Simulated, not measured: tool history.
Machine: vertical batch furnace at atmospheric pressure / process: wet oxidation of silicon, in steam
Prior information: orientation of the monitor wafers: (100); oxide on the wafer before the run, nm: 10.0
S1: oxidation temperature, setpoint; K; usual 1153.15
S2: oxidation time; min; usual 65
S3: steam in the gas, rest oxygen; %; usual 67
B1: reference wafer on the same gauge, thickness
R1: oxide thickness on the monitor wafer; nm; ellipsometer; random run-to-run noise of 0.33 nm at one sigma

run	hour	S1	S2	S3	B1	R1
1	0	1142.15	65	67	82.81	71.85
2	32.7	1142.15	65	67	82.73	72.03
3	67	1141.15	65	67	82.78	70.71
4	95.7	1139.15	65	67	82.79	68.93
5	123.6	1139.15	65	67	82.77	68.93
6	164.7	1153.15	65	67	82.83	85.05
7	188.9	1153.15	65	67	82.83	84.8
8	215.7	1153.15	65	67	82.78	85.02
9	257.1	1153.15	65	67	82.74	84.54
10	305.6	1153.15	65	67	82.77	84.82
11	341	1153.15	65	67	82.74	84.43
12	381.2	1153.15	65	67	82.8	84.14
# hour 428.8: gauge calibrated
13	441.3	1160.15	65	73	82.72	101.23
14	465.4	1153.15	65	67	82.81	84.32
15	509.4	1153.15	65	67	82.81	84.82
# hour 587.5: steam generator serviced
16	588	1136.15	77.5	76	82.85	91.14
17	606.6	1140.15	65	62	82.79	69.38
18	654.2	1162.15	65	71	82.77	107.63
19	688.9	1153.15	49.5	67	82.83	71.53

What does the tool deliver on the next run?
20	758.2	1146.15	40.5	67	?	?

B1: 82.81
R1: 54.57 nm
With no hidden state in the tool, this same run would have given R1 55.66 nm.

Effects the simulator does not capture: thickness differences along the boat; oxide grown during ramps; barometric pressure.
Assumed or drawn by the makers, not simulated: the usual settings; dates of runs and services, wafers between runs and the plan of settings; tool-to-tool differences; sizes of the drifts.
